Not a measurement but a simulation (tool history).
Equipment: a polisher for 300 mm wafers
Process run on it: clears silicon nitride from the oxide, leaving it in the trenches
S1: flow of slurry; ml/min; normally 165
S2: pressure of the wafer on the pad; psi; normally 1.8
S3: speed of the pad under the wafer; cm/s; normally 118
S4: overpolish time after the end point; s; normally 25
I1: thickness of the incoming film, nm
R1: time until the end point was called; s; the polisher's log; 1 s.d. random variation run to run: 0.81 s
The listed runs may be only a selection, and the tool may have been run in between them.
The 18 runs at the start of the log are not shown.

Run 19, hour 1021.3: usual settings but S1 180 ml/min, S4 13 s; I1 64.8. Result: R1 88.1 s.
At hour 1057.6: worn pad replaced by a new one.
Run 20, hour 1078.4: usual settings; I1 63.7. Result: R1 87.8 s.
Run 21, hour 1147.9: usual settings; I1 64.7. Result: R1 89.0 s.
Run 22, hour 1188.9: usual settings but S4 33 s; I1 65.4. Result: R1 89.6 s.
Run 23, hour 1254.4: usual settings but S3 98 cm/s; I1 64.8. Result: R1 99.2 s.
Run 24, hour 1302.0: usual settings but S1 185 ml/min, S4 21 s; I1 65.1. Result: R1 87.3 s.
At hour 1309.5: slurry nozzle cleaned.
Run 25, hour 1345.5: usual settings but S3 106 cm/s; I1 65.4. Result: R1 95.4 s.
Run 26, hour 1405.9: usual settings but S2 2.2 psi, S4 32 s; I1 64.7. Result: R1 72.7 s.
At hour 1433.4: head pressure recalibrated.
Run 27, hour 1440.7: usual settings but S2 2.3 psi, S3 146 cm/s; I1 65.0. Result: R1 62.2 s.
At hour 1461.4: worn pad replaced by a new one.
Run 28, hour 1500.8: usual settings but S3 80 cm/s, S4 10 s; I1 65.4. Result: R1 110.0 s.

What will run 29 give?
Run 29, hour 1556.9: usual settings but S1 185 ml/min, S2 2.0 psi, S3 78 cm/s, S4 14 s; I1 66.1. Result: R1 ?.

{"run 29": {"R1": 102.6}}
The same run, on a tool lacking any hidden state, would have yielded R1 102.6 s.
